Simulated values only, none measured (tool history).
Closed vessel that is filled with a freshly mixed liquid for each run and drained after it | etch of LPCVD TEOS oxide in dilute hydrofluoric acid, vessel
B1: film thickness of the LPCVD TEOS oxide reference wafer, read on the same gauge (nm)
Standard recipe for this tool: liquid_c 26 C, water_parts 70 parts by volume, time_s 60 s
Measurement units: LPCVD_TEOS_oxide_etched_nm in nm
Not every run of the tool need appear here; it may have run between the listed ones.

{"run": 1, "hour": 0.0, "liquid_c": 27.5, "water_parts": 70, "time_s": 60, "B1": 100.02, "LPCVD_TEOS_oxide_etched_nm": 23.32}
{"run": 2, "hour": 13.2, "liquid_c": 27.5, "water_parts": 70, "time_s": 60, "B1": 100.05, "LPCVD_TEOS_oxide_etched_nm": 23.4}
{"run": 3, "hour": 26.0, "liquid_c": 26, "water_parts": 70, "time_s": 60, "B1": 99.96, "LPCVD_TEOS_oxide_etched_nm": 21.82}
{"run": 4, "hour": 41.0, "liquid_c": 26, "water_parts": 70, "time_s": 60, "B1": 100.04, "LPCVD_TEOS_oxide_etched_nm": 22.05}
{"run": 5, "hour": 48.2, "liquid_c": 26, "water_parts": 70, "time_s": 60, "B1": 99.99, "LPCVD_TEOS_oxide_etched_nm": 21.96}
{"run": 6, "hour": 65.2, "liquid_c": 26, "water_parts": 70, "time_s": 60, "B1": 100.02, "LPCVD_TEOS_oxide_etched_nm": 22.05}
{"run": 7, "hour": 81.7, "liquid_c": 26, "water_parts": 70, "time_s": 60, "B1": 99.99, "LPCVD_TEOS_oxide_etched_nm": 21.71}
{"run": 8, "hour": 89.5, "liquid_c": 26, "water_parts": 70, "time_s": 60, "B1": 100.01, "LPCVD_TEOS_oxide_etched_nm": 21.68}
{"run": 9, "hour": 106.9, "liquid_c": 26, "water_parts": 70, "time_s": 60, "B1": 100, "LPCVD_TEOS_oxide_etched_nm": 21.85}
{"run": 10, "hour": 117.8, "liquid_c": 26, "water_parts": 70, "time_s": 60, "B1": 100.04, "LPCVD_TEOS_oxide_etched_nm": 21.65}
{"run": 11, "hour": 128.0, "liquid_c": 26, "water_parts": 70, "time_s": 60, "B1": 100.01, "LPCVD_TEOS_oxide_etched_nm": 21.83}
{"hour": 137.3, "done": "thermometer replaced"}
{"run": 12, "hour": 144.7, "liquid_c": 26, "water_parts": 55, "time_s": 60, "B1": 100.03, "LPCVD_TEOS_oxide_etched_nm": 28.27}
{"hour": 149.1, "done": "hydrofluoric acid flow meter replaced"}
{"run": 13, "hour": 158.0, "liquid_c": 26, "water_parts": 55, "time_s": 60, "B1": 99.98, "LPCVD_TEOS_oxide_etched_nm": 32.35}
{"hour": 167.9, "done": "gauge calibrated"}
{"run": 14, "hour": 169.2, "liquid_c": 26, "water_parts": 55, "time_s": 60, "B1": 100.05, "LPCVD_TEOS_oxide_etched_nm": 32.6}
{"run": 15, "hour": 186.2, "liquid_c": 31, "water_parts": 70, "time_s": 30, "B1": 100.01, "LPCVD_TEOS_oxide_etched_nm": 15.21}
{"run": 16, "hour": 193.4, "liquid_c": 27.5, "water_parts": 85, "time_s": 85, "B1": 99.98, "LPCVD_TEOS_oxide_etched_nm": 30.2}
{"run": 17, "hour": 208.8, "liquid_c": 26, "water_parts": 95, "time_s": 50, "B1": 99.98, "LPCVD_TEOS_oxide_etched_nm": 14.91}
{"run": 18, "hour": 221.9, "liquid_c": 24, "water_parts": 85, "time_s": 60, "B1": 99.97, "LPCVD_TEOS_oxide_etched_nm": 18.55}
{"run": 19, "hour": 229.3, "liquid_c": 28.5, "water_parts": 80, "time_s": 45, "B1": 100.02, "LPCVD_TEOS_oxide_etched_nm": 17.75}
{"run": 20, "hour": 239.2, "liquid_c": 30, "water_parts": 45, "time_s": 50, "B1": 99.93, "LPCVD_TEOS_oxide_etched_nm": 39.28}
{"run": 21, "hour": 249.3, "liquid_c": 27.5, "water_parts": 70, "time_s": 60, "B1": 100, "LPCVD_TEOS_oxide_etched_nm": 26.31}
{"run": 22, "hour": 258.6, "liquid_c": 26, "water_parts": 70, "time_s": 60, "B1": 99.98, "LPCVD_TEOS_oxide_etched_nm": 25.03}
{"run": 23, "hour": 272.8, "liquid_c": 26, "water_parts": 70, "time_s": 60, "B1": 100.03, "LPCVD_TEOS_oxide_etched_nm": 24.82}
{"run": 24, "hour": 284.8, "liquid_c": 26, "water_parts": 70, "time_s": 60, "B1": 100, "LPCVD_TEOS_oxide_etched_nm": 24.79}
{"run": 25, "hour": 291.5, "liquid_c": 26, "water_parts": 70, "time_s": 60, "B1": 99.97, "LPCVD_TEOS_oxide_etched_nm": 24.83}
{"run": 26, "hour": 304.1, "liquid_c": 24, "water_parts": 85, "time_s": 45, "B1": 100.03, "LPCVD_TEOS_oxide_etched_nm": 13.83}
{"run": 27, "hour": 313.9, "liquid_c": 28, "water_parts": 35, "time_s": 60, "B1": 99.95, "LPCVD_TEOS_oxide_etched_nm": 56.38}
{"run": 28, "hour": 327.1, "liquid_c": 26, "water_parts": 70, "time_s": 40, "B1": 100.02, "LPCVD_TEOS_oxide_etched_nm": 16.56}
{"run": 29, "hour": 341.5, "liquid_c": 31, "water_parts": 70, "time_s": 30, "B1": 99.99, "LPCVD_TEOS_oxide_etched_nm": 14.88}

Predict each of these 5 candidate next runs independently; none follows another, all start after run 29:
{"run": "A", "hour": 342.2, "liquid_c": 26, "water_parts": 70, "time_s": 60, "B1": "?", "LPCVD_TEOS_oxide_etched_nm": "?"}
{"run": "B", "hour": 342.2, "liquid_c": 21.5, "water_parts": 100, "time_s": 90, "B1": "?", "LPCVD_TEOS_oxide_etched_nm": "?"}
{"run": "C", "hour": 342.2, "liquid_c": 21, "water_parts": 40, "time_s": 80, "B1": "?", "LPCVD_TEOS_oxide_etched_nm": "?"}
{"run": "D", "hour": 342.2, "liquid_c": 30.5, "water_parts": 70, "time_s": 60, "B1": "?", "LPCVD_TEOS_oxide_etched_nm": "?"}
{"run": "E", "hour": 342.2, "liquid_c": 26, "water_parts": 70, "time_s": 80, "B1": "?", "LPCVD_TEOS_oxide_etched_nm": "?"}

run=A B1=99.97 LPCVD_TEOS_oxide_etched_nm=24.76
run=B B1=99.97 LPCVD_TEOS_oxide_etched_nm=20.89
run=C B1=99.97 LPCVD_TEOS_oxide_etched_nm=48.92
run=D B1=99.97 LPCVD_TEOS_oxide_etched_nm=29.51
run=E B1=99.97 LPCVD_TEOS_oxide_etched_nm=33.01
Without the tool's unlogged condition, the same runs would have read:
run=A LPCVD_TEOS_oxide_etched_nm=25.13
run=B LPCVD_TEOS_oxide_etched_nm=21.21
run=C LPCVD_TEOS_oxide_etched_nm=49.63
run=D LPCVD_TEOS_oxide_etched_nm=29.96
run=E LPCVD_TEOS_oxide_etched_nm=33.51
